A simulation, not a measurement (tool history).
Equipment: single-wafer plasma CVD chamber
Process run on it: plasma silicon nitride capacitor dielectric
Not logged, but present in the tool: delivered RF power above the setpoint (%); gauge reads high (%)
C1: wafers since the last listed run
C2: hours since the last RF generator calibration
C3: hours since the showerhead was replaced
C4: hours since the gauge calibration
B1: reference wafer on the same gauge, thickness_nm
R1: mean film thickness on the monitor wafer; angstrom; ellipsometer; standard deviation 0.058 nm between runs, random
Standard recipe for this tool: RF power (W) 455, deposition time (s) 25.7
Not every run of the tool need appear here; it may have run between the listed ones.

run 1 day=0.000 | RF_power_(W)=400 deposition_time_(s)=26.9 | C1=0 C2=987.3 C3=5600.3 C4=10.7 | B1=37.886 | R1=396.84
run 2 day=1.908 | RF_power_(W)=400 deposition_time_(s)=26.9 | C1=1075 C2=1033.1 C3=5646.1 C4=56.5 | B1=37.957 | R1=397.74
run 3 day=2.300 | RF_power_(W)=400 deposition_time_(s)=26.9 | C1=220 C2=1042.5 C3=5655.5 C4=65.9 | B1=37.968 | R1=398.18
run 4 day=2.746 | RF_power_(W)=425 deposition_time_(s)=23.7 | C1=251 C2=1053.2 C3=5666.2 C4=76.6 | B1=37.982 | R1=354.34
run 5 day=3.112 | RF_power_(W)=455 deposition_time_(s)=29.6 | C1=206 C2=1062.0 C3=5675.0 C4=85.4 | B1=37.992 | R1=447.12
run 6 day=3.617 | RF_power_(W)=455 deposition_time_(s)=29.6 | C1=284 C2=1074.1 C3=5687.1 C4=97.5 | B1=38.034 | R1=448.07
run 7 day=4.208 | RF_power_(W)=455 deposition_time_(s)=25.7 | C1=333 C2=1088.3 C3=5701.3 C4=111.7 | B1=38.050 | R1=388.71
run 8 day=4.542 | RF_power_(W)=455 deposition_time_(s)=25.7 | C1=187 C2=1096.3 C3=5709.3 C4=119.7 | B1=38.051 | R1=387.40
run 9 day=4.975 | RF_power_(W)=390 deposition_time_(s)=25.7 | C1=244 C2=1106.7 C3=5719.7 C4=130.1 | B1=38.057 | R1=379.94
run 10 day=5.450 | RF_power_(W)=390 deposition_time_(s)=25.7 | C1=267 C2=1118.1 C3=5731.1 C4=141.5 | B1=38.077 | R1=380.28
run 11 day=6.008 | RF_power_(W)=390 deposition_time_(s)=25.7 | C1=314 C2=1131.5 C3=5744.5 C4=154.9 | B1=38.092 | R1=379.54
run 12 day=6.492 | RF_power_(W)=455 deposition_time_(s)=25.7 | C1=272 C2=1143.1 C3=5756.1 C4=166.5 | B1=38.124 | R1=389.31
run 13 day=6.908 | RF_power_(W)=455 deposition_time_(s)=28.1 | C1=234 C2=1153.1 C3=5766.1 C4=176.5 | B1=38.107 | R1=425.45
run 14 day=7.338 | RF_power_(W)=455 deposition_time_(s)=28.1 | C1=241 C2=1163.4 C3=5776.4 C4=186.8 | B1=38.154 | R1=426.21
run 15 day=7.717 | RF_power_(W)=455 deposition_time_(s)=28.1 | C1=213 C2=1172.5 C3=5785.5 C4=195.9 | B1=38.184 | R1=426.94
run 16 day=8.100 | RF_power_(W)=455 deposition_time_(s)=25.7 | C1=216 C2=1181.7 C3=5794.7 C4=205.1 | B1=38.166 | R1=390.60
-- day=8.558 gauge calibrated
run 17 day=8.592 | RF_power_(W)=455 deposition_time_(s)=28.1 | C1=277 C2=1193.5 C3=5806.5 C4=0.8 | B1=37.894 | R1=423.60
-- day=9.329 showerhead replaced
run 18 day=9.350 | RF_power_(W)=510 deposition_time_(s)=23.8 | C1=239 C2=1211.7 C3=0.5 C4=19.0 | B1=37.933 | R1=366.16
run 19 day=9.783 | RF_power_(W)=370 deposition_time_(s)=27.4 | C1=244 C2=1222.1 C3=10.9 C4=29.4 | B1=37.928 | R1=400.19
run 20 day=10.296 | RF_power_(W)=495 deposition_time_(s)=25.7 | C1=288 C2=1234.4 C3=23.2 C4=41.7 | B1=37.973 | R1=393.23
-- day=10.842 RF generator calibrated
run 21 day=10.862 | RF_power_(W)=455 deposition_time_(s)=30.0 | C1=131 C2=0.5 C3=36.8 C4=55.3 | B1=38.010 | R1=453.80
run 22 day=11.271 | RF_power_(W)=540 deposition_time_(s)=22.3 | C1=230 C2=10.3 C3=46.6 C4=65.1 | B1=37.983 | R1=346.74
run 23 day=11.846 | RF_power_(W)=455 deposition_time_(s)=25.7 | C1=324 C2=24.1 C3=60.4 C4=78.9 | B1=38.025 | R1=388.90
run 24 day=12.383 | RF_power_(W)=415 deposition_time_(s)=25.7 | C1=302 C2=37.0 C3=73.3 C4=91.8 | B1=38.039 | R1=383.63
run 25 day=13.121 | RF_power_(W)=455 deposition_time_(s)=29.5 | C1=415 C2=54.7 C3=91.0 C4=109.5 | B1=38.075 | R1=446.08
run 26 day=13.408 | RF_power_(W)=455 deposition_time_(s)=25.7 | C1=162 C2=61.6 C3=97.9 C4=116.4 | B1=38.060 | R1=388.69
run 27 day=13.667 | RF_power_(W)=455 deposition_time_(s)=22.5 | C1=145 C2=67.8 C3=104.1 C4=122.6 | B1=38.099 | R1=340.56
run 28 day=14.104 | RF_power_(W)=510 deposition_time_(s)=25.7 | C1=246 C2=78.3 C3=114.6 C4=133.1 | B1=38.108 | R1=395.89
run 29 day=14.754 | RF_power_(W)=500 deposition_time_(s)=30.5 | C1=366 C2=93.9 C3=130.2 C4=148.7 | B1=38.139 | R1=469.24

Predict each of these 5 candidate next runs independently; none follows another, all start after run 29:
run A day=14.771 | RF_power_(W)=455 deposition_time_(s)=25.7 | C1=9 C2=94.3 C3=130.6 C4=149.1 | B1=? | R1=?
run B day=14.771 | RF_power_(W)=455 deposition_time_(s)=27.6 | C1=9 C2=94.3 C3=130.6 C4=149.1 | B1=? | R1=?
run C day=14.771 | RF_power_(W)=410 deposition_time_(s)=20.8 | C1=9 C2=94.3 C3=130.6 C4=149.1 | B1=? | R1=?
run D day=14.771 | RF_power_(W)=495 deposition_time_(s)=22.3 | C1=9 C2=94.3 C3=130.6 C4=149.1 | B1=? | R1=?
run E day=14.771 | RF_power_(W)=430 deposition_time_(s)=29.6 | C1=9 C2=94.3 C3=130.6 C4=149.1 | B1=? | R1=?

run=A B1=38.136 R1=389.64
run=B B1=38.136 R1=418.45
run=C B1=38.136 R1=310.51
run=D B1=38.136 R1=342.56
run=E B1=38.136 R1=444.97
Take away the tool's hidden state, keep each run's random variation, and the runs would have read:
run=A R1=387.27
run=B R1=415.90
run=C R1=308.62
run=D R1=340.47
run=E R1=442.26
